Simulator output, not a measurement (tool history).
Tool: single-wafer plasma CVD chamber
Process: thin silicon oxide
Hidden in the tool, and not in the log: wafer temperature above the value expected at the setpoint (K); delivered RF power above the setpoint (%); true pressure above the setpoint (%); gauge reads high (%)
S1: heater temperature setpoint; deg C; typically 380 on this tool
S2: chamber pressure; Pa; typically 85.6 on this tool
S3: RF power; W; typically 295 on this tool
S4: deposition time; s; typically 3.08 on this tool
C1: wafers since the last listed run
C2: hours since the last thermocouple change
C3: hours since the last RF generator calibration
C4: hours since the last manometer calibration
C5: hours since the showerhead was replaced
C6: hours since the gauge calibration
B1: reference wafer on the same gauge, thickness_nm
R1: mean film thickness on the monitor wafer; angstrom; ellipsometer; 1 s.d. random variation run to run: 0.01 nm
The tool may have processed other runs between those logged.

run    hour   S1     S2   S3    S4    C1      C2      C3      C4      C5      C6     B1     R1
  1     0.0  380   85.6  295  3.08     0   210.0  1077.3  1560.0  6317.2  1316.7  3.796  41.80
        9.7  -- showerhead replaced
  2    89.3  371   85.6  280  3.08  1734   299.3  1166.6  1649.3    79.6  1406.0  3.794  40.79
      104.8  -- RF generator calibrated
  3   182.0  380   85.6  315  3.08  1806   392.0    77.2  1742.0   172.3  1498.7  3.784  43.24
  4   263.9  380   85.6  295  3.08  1747   473.9   159.1  1823.9   254.2  1580.6  3.784  41.74
  5   331.5  380   85.6  310  3.08  1442   541.5   226.7  1891.5   321.8  1648.2  3.778  42.88
  6   384.2  380   85.6  310  3.08  1124   594.2   279.4  1944.2   374.5  1700.9  3.779  42.78
  7   420.6  380   85.6  310  3.08   776   630.6   315.8  1980.6   410.9  1737.3  3.773  42.70
  8   477.7  380   85.6  295  3.08  1218   687.7   372.9  2037.7   468.0  1794.4  3.774  41.69
  9   564.0  386   76.1  355  2.59  1841   774.0   459.2  2124.0   554.3  1880.7  3.764  33.98
 10   600.2  380   85.6  295  3.08   772   810.2   495.4  2160.2   590.5  1916.9  3.772  41.58
      645.1  -- capacitance manometer re-zeroed and calibrated
 11   691.7  380  100.3  295  3.08  1781   901.7   586.9    46.6   682.0  2008.4  3.760  48.74
 12   769.9  380   85.6  340  3.39  1668   979.9   665.1   124.8   760.2  2086.6  3.766  49.31
 13   861.5  393   96.8  295  3.55  1954  1071.5   756.7   216.4   851.8  2178.2  3.753  53.35
 14   963.8  380   85.6  295  3.08  2182  1173.8   859.0   318.7   954.1  2280.5  3.749  41.55
 15  1036.9  389   85.6  295  3.08  1559  1246.9   932.1   391.8  1027.2  2353.6  3.747  41.12
 16  1105.9  368   98.9  295  3.62  1472  1315.9  1001.1   460.8  1096.2  2422.6  3.741  56.51
 17  1213.0  380  102.5  295  2.52  2284  1423.0  1108.2   567.9  1203.3  2529.7  3.736  40.32
     1241.7  -- RF generator calibrated
 18  1285.2  380   93.7  250  3.08  1369  1495.2    43.5   640.1  1275.5  2601.9  3.734  40.90
     1308.8  -- thermocouple changed; heater temperature recalibrated
     1420.8  -- gauge calibrated
 19  1519.0  380   85.6  295  3.08  4817   210.2   277.3   873.9  1509.3    98.2  3.818  42.28
 20  1584.9  366   85.6  260  3.08  1405   276.1   343.2   939.8  1575.2   164.1  3.811  39.41
 21  1661.5  380   85.6  295  3.08  1634   352.7   419.8  1016.4  1651.8   240.7  3.817  42.33
 22  1752.6  380   95.6  295  2.64  1943   443.8   510.9  1107.5  1742.9   331.8  3.814  40.38
 23  1804.6  380  100.3  295  3.08  1109   495.8   562.9  1159.5  1794.9   383.8  3.821  49.41
 24  1889.0  380   70.3  330  2.59  1800   580.2   647.3  1243.9  1879.3   468.2  3.813  30.90
 25  1932.6  386   76.1  355  2.59   930   623.8   690.9  1287.5  1922.9   511.8  3.814  34.50
 26  2004.2  374   94.9  275  3.08  1527   695.4   762.5  1359.1  1994.5   583.4  3.814  45.22
 27  2042.6  380   85.6  345  3.08   819   733.8   800.9  1397.5  2032.9   621.8  3.812  45.62
 28  2102.7  380   85.6  270  3.35  1282   793.9   861.0  1457.6  2093.0   681.9  3.813  43.43

Below are 4 alternative next runs, each starting from the tool's condition after run 28. Predict each:
  A  2103.1  380  85.6  295  3.08   8  794.3  861.4  1458.0  2093.4  682.3   ?   ?
  B  2103.1  380  85.6  295  3.39   8  794.3  861.4  1458.0  2093.4  682.3   ?   ?
  C  2103.1  384  79.9  345  3.08   8  794.3  861.4  1458.0  2093.4  682.3   ?   ?
  D  2103.1  380  76.4  345  2.52   8  794.3  861.4  1458.0  2093.4  682.3   ?   ?

run     B1     R1
  A  3.811  41.95
  B  3.811  46.17
  C  3.811  42.28
  D  3.811  33.21
With no hidden state in the tool, these same runs would have given:
run     R1
  A  42.05
  B  46.27
  C  42.38
  D  33.29
